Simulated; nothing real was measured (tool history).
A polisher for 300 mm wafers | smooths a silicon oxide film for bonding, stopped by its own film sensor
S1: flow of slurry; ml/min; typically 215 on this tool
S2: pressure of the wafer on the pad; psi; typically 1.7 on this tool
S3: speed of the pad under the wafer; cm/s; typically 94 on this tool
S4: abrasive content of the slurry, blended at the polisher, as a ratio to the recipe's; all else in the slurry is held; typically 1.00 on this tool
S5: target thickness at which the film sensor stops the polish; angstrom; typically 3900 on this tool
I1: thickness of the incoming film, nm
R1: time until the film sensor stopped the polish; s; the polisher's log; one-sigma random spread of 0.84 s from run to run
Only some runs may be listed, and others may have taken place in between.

Run 1, day 0.000: usual settings but S3 86 cm/s; I1 427.1. Result: R1 79.6 s.
At day 0.196: slurry blender recalibrated.
Run 2, day 0.304: usual settings but S3 86 cm/s; I1 433.8. Result: R1 87.7 s.
At day 0.621: worn pad replaced by a new one.
Run 3, day 0.933: usual settings but S3 86 cm/s; I1 425.7. Result: R1 68.1 s.
Run 4, day 1.350: usual settings; I1 433.9. Result: R1 83.3 s.
Run 5, day 3.162: usual settings; I1 434.2. Result: R1 86.8 s.
At day 3.379: worn pad replaced by a new one.
Run 6, day 3.438: usual settings; I1 428.2. Result: R1 72.0 s.
Run 7, day 3.850: usual settings; I1 431.5. Result: R1 79.6 s.
Run 8, day 4.329: usual settings; I1 426.3. Result: R1 71.9 s.
Run 9, day 4.875: usual settings but S1 160 ml/min; I1 429.4. Result: R1 81.9 s.
Run 10, day 5.412: usual settings; I1 429.6. Result: R1 79.4 s.
At day 5.629: slurry nozzle cleaned.
At day 5.725: worn pad replaced by a new one.
Run 11, day 5.746: usual settings but S2 1.1 psi; I1 435.6. Result: R1 135.9 s.
Run 12, day 6.225: usual settings but S1 285 ml/min, S5 3770 angstrom; I1 430.9. Result: R1 105.0 s.
Run 13, day 6.933: usual settings but S5 3820 angstrom; I1 422.9. Result: R1 81.0 s.
At day 7.367: slurry blender recalibrated.
Run 14, day 7.658: usual settings; I1 433.0. Result: R1 81.6 s.
At day 7.958: head pressure recalibrated.
At day 8.162: worn pad replaced by a new one.
Run 15, day 8.229: usual settings; I1 431.0. Result: R1 75.6 s.
Run 16, day 8.788: usual settings but S1 190 ml/min; I1 428.2. Result: R1 74.6 s.
Run 17, day 9.104: usual settings but S3 86 cm/s; I1 428.3. Result: R1 76.5 s.
Run 18, day 9.562: usual settings but S2 1.5 psi, S3 110 cm/s; I1 432.5. Result: R1 86.3 s.
Run 19, day 10.046: usual settings; I1 425.7. Result: R1 70.1 s.
At day 10.358: worn pad replaced by a new one.
Run 20, day 10.425: usual settings but S4 0.75; I1 433.1. Result: R1 95.6 s.
Run 21, day 11.033: usual settings but S1 275 ml/min, S5 4030 angstrom; I1 427.4. Result: R1 46.2 s.

What if the next run were any one of these 4? Each begins from the tool's condition after run 21:
Run A, day 11.050: usual settings but S4 0.80; I1 424.5. Result: R1 ?.
Run B, day 11.050: usual settings but S2 1.5 psi, S3 78 cm/s; I1 424.5. Result: R1 ?.
Run C, day 11.050: usual settings but S2 2.1 psi; I1 424.5. Result: R1 ?.
Run D, day 11.050: usual settings but S4 1.30, S5 3990 angstrom; I1 424.5. Result: R1 ?.

run    R1
  A  74.8
  B  81.8
  C  53.6
  D  43.3
With no hidden state in the tool, these same runs would have given:
run    R1
  A  69.5
  B  76.4
  C  50.1
  D  40.6

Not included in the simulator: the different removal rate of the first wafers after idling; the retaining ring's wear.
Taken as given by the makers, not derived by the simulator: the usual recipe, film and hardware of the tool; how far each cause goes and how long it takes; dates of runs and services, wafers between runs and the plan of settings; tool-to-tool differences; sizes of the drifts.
